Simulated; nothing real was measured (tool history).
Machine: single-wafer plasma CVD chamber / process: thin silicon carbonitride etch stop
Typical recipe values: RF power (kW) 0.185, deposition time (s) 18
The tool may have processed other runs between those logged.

| run | day | RF power (kW) | deposition time (s) | read-back reference wafer on the same gauge, thickness_nm | mean film thickness on the monitor wafer (nm) |
|---|---|---|---|---|---|
| 1 | 0 | 0.185 | 18 | 9.303 | 9.845 |
| 2 | 0.617 | 0.185 | 16.8 | 9.293 | 9.198 |
| 3 | 1.025 | 0.185 | 16.8 | 9.292 | 9.175 |
| 4 | 1.312 | 0.195 | 20 | 9.296 | 11.184 |
| 5 | 1.779 | 0.185 | 18 | 9.307 | 9.872 |
| 6 | 2.471 | 0.185 | 18 | 9.295 | 9.821 |
| 7 | 3.146 | 0.185 | 20.6 | 9.307 | 11.248 |
| 8 | 3.875 | 0.185 | 20.6 | 9.288 | 11.299 |
| 9 | 4.233 | 0.185 | 18 | 9.3 | 9.813 |
| 10 | 4.867 | 0.185 | 19.7 | 9.294 | 11.134 |
| 11 | 5.129 | 0.185 | 18 | 9.302 | 10.2 |
| 12 | 5.821 | 0.185 | 18 | 9.298 | 10.167 |
| 13 | 6.554 | 0.185 | 18 | 9.296 | 10.152 |
| 14 | 6.821 | 0.185 | 18 | 9.292 | 10.166 |
| 15 | 7.383 | 0.185 | 18 | 9.3 | 10.153 |
| 16 | 8.088 | 0.165 | 16.2 | 9.298 | 8.672 |
| 17 | 8.65 | 0.185 | 18 | 9.307 | 10.125 |
| 18 | 9.012 | 0.185 | 16.8 | 9.303 | 9.456 |
| 19 | 9.317 | 0.16 | 18 | 9.298 | 9.472 |
| 20 | 10.05 | 0.185 | 18 | 9.292 | 10.132 |
| 21 | 10.675 | 0.195 | 14.5 | 9.3 | 8.321 |
| 22 | 10.988 | 0.16 | 20.8 | 9.299 | 10.971 |
| 23 | 11.7 | 0.185 | 18 | 9.305 | 10.083 |
| 24 | 12.058 | 0.22 | 19.4 | 9.291 | 11.746 |
| 25 | 12.325 | 0.15 | 21.4 | 9.295 | 10.879 |
| 26 | 12.704 | 0.17 | 16.4 | 9.303 | 8.851 |
| 27 | 13.046 | 0.17 | 19.7 | 9.293 | 10.63 |
| 28 | 13.433 | 0.155 | 19.9 | 9.3 | 10.286 |
| 29 | 13.933 | 0.22 | 19.4 | 9.299 | 11.673 |
| 30 | 14.625 | 0.185 | 18 | 9.305 | 10.095 |
| 31 | 15.354 | 0.17 | 19.2 | 9.3 | 10.301 |
| 32 | 15.892 | 0.16 | 18 | 9.3 | 9.376 |
| 33 | 16.521 | 0.15 | 18 | 9.291 | 9.109 |
| 34 | 16.992 | 0.195 | 19.2 | 9.308 | 10.99 |
| 35 | 17.35 | 0.195 | 20.7 | 9.302 | 11.815 |
| 36 | 17.904 | 0.16 | 15.4 | 9.294 | 8.039 |
| 37 | 18.462 | 0.185 | 18 | 9.298 | 10.007 |

Missing from the log above: 4 entries noted between runs. For each, name the pair of listed runs it sits between and say how the tool's hidden condition differs from the listed run just before to the listed run just after:
From run 9 to run 10: RF generator calibrated (day 4.6); showerhead replaced (day 4.846)
  delivered RF power above the setpoint (%): -8.08 -> -0.616
  measured value less the no-hidden-state value, mean film thickness on the monitor wafer (nm): -0.37 -> -0.03
From run 14 to run 15: gauge calibrated (day 7.3)
  delivered RF power above the setpoint (%): -1.21 -> -1.38
  measured value less the no-hidden-state value, mean film thickness on the monitor wafer (nm): -0.054 -> -0.061
From run 28 to run 29: thermocouple changed; heater temperature recalibrated (day 13.771)
  delivered RF power above the setpoint (%): -2.93 -> -3.04
  measured value less the no-hidden-state value, mean film thickness on the monitor wafer (nm): -0.134 -> -0.158
